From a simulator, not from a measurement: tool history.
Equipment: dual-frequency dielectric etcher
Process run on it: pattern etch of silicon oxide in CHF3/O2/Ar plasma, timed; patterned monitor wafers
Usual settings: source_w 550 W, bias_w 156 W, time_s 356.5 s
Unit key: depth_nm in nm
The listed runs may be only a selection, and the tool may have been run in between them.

run     day  source_w  bias_w  time_s  read-back reference wafer on the same gauge, depth_nm  depth_nm
  1       0       440     156   356.5                                                  664.6     547.5
  2   0.475       500     156   356.5                                                    664     568.2
  3       1       550     156   356.5                                                  665.4     584.7
  4   1.421       650     156   356.5                                                  664.1     610.1
  5   2.146       650     156   356.5                                                  665.8     614.1
      3.462  -- bias power generator calibrated
  6   3.483       650     156   356.5                                                  665.2     605.4
  7   4.046       550     156   356.5                                                  664.6     576.9
      5.475  -- wet clean of the chamber
  8   5.496       550     156   356.5                                                  665.4     604.1
  9   5.517       550     156   356.5                                                  665.1     605.3
 10   5.812       550     156   356.5                                                  664.2     602.3
 11   6.075       550     156   356.5                                                  665.9     607.5
      6.275  -- gauge calibrated
 12   6.575       550     156   356.5                                                  665.4     607.9
      6.983  -- source power generator calibrated
      8.004  -- upper electrode replaced
 13   8.025       590     122   307.5                                                  664.5       500
 14   8.046       550     131   389.5                                                  664.9     628.1
 15   8.283       550     142   356.5                                                  664.9     588.4
 16   8.996       430     156     324                                                  664.5     511.5
 17   9.325       550     119   356.5                                                  664.8     554.1
 18   9.654       550     156   356.5                                                  664.8     593.8
 19    9.95       550     174   356.5                                                    665     612.8
 20  10.492       430     142   431.5                                                  665.5     658.8

Run-by-run hidden state of the tool:
source power that arrives over what is set, %: 0 across all the runs
bias power that arrives over what is set, %: 0 across all the runs
gauge reads high (%): 0 across all the runs
H1: etch rate over this chamber's usual, %
run       H1
  1    -3.23
  2    -3.35
  3    -3.48
  4    -3.59
  5    -3.78
  6    -4.12
  7    -4.26
  8    0.253
  9    0.248
 10    0.173
 11    0.106
 12  -0.0207
 13   -0.389
 14   -0.394
 15   -0.454
 16   -0.635
 17   -0.719
 18   -0.803
 19   -0.878
 20    -1.02
